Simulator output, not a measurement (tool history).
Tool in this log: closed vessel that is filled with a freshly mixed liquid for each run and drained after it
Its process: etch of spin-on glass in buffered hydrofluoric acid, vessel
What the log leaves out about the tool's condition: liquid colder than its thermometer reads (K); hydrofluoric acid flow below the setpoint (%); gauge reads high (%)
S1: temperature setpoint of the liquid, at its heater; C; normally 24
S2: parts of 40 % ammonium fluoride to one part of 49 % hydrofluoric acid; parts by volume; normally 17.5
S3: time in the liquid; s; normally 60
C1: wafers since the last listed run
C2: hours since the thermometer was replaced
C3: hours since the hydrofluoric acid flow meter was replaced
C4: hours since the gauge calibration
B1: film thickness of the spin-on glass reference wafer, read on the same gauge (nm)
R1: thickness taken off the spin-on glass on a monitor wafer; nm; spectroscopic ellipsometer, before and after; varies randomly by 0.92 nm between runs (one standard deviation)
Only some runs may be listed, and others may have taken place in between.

{"run": 1, "day": 0.0, "S1": 24, "S2": 17.5, "S3": 60, "C1": 0, "C2": 1095.8, "C3": 648.3, "C4": 1171.5, "B1": 130, "R1": 112.55}
{"run": 2, "day": 4.058, "S1": 24, "S2": 17.5, "S3": 60, "C1": 13789, "C2": 1193.2, "C3": 745.7, "C4": 1268.9, "B1": 130.03, "R1": 110.37}
{"run": 3, "day": 6.821, "S1": 24, "S2": 17.5, "S3": 60, "C1": 9386, "C2": 1259.5, "C3": 812, "C4": 1335.2, "B1": 130, "R1": 109.86}
{"run": 4, "day": 9.946, "S1": 24, "S2": 17.5, "S3": 60, "C1": 10618, "C2": 1334.5, "C3": 887, "C4": 1410.2, "B1": 130.01, "R1": 111.61}
{"run": 5, "day": 13.096, "S1": 24, "S2": 17.5, "S3": 60, "C1": 10703, "C2": 1410.1, "C3": 962.6, "C4": 1485.8, "B1": 130.01, "R1": 107.8}
{"run": 6, "day": 16.667, "S1": 24, "S2": 17.5, "S3": 60, "C1": 12133, "C2": 1495.8, "C3": 1048.3, "C4": 1571.5, "B1": 129.99, "R1": 109.54}
{"run": 7, "day": 18.533, "S1": 24, "S2": 17.5, "S3": 60, "C1": 6342, "C2": 1540.6, "C3": 1093.1, "C4": 1616.3, "B1": 130.02, "R1": 107.78}
{"run": 8, "day": 21.925, "S1": 24, "S2": 17.5, "S3": 70, "C1": 11524, "C2": 1622, "C3": 1174.5, "C4": 1697.7, "B1": 129.98, "R1": 126.34}
{"day": 24.962, "done": "gauge calibrated"}
{"run": 9, "day": 26.446, "S1": 24, "S2": 17.5, "S3": 60, "C1": 15360, "C2": 1730.5, "C3": 1283, "C4": 35.6, "B1": 129.99, "R1": 106.29}
{"run": 10, "day": 28.55, "S1": 24, "S2": 17.5, "S3": 60, "C1": 7149, "C2": 1781, "C3": 1333.5, "C4": 86.1, "B1": 130.01, "R1": 104.41}
{"run": 11, "day": 31.304, "S1": 24, "S2": 17.5, "S3": 60, "C1": 9358, "C2": 1847.1, "C3": 1399.6, "C4": 152.2, "B1": 129.99, "R1": 103.89}
{"day": 33.796, "done": "hydrofluoric acid flow meter replaced"}
{"run": 12, "day": 34.008, "S1": 24, "S2": 17.5, "S3": 60, "C1": 9046, "C2": 1912, "C3": 5.1, "C4": 217.1, "B1": 130.02, "R1": 110.85}
{"run": 13, "day": 35.888, "S1": 24, "S2": 17.5, "S3": 60, "C1": 6385, "C2": 1957.1, "C3": 50.2, "C4": 262.2, "B1": 130, "R1": 109.55}
{"run": 14, "day": 38.296, "S1": 29, "S2": 13.5, "S3": 60, "C1": 8183, "C2": 2014.9, "C3": 108, "C4": 320, "B1": 129.96, "R1": 185.97}
{"day": 39.142, "done": "thermometer replaced"}
{"run": 15, "day": 41.596, "S1": 24, "S2": 17.5, "S3": 60, "C1": 11071, "C2": 58.9, "C3": 187.2, "C4": 399.2, "B1": 130, "R1": 118.53}

What will run 16 give?
{"run": 16, "day": 43.704, "S1": 24, "S2": 17.5, "S3": 60, "C1": 7163, "C2": 109.5, "C3": 237.8, "C4": 449.8, "B1": "?", "R1": "?"}

B1: 130.02
R1: 116.93 nm
Were there no unlogged condition in the tool, this run, its random variation unchanged, would have produced R1 120.97 nm.
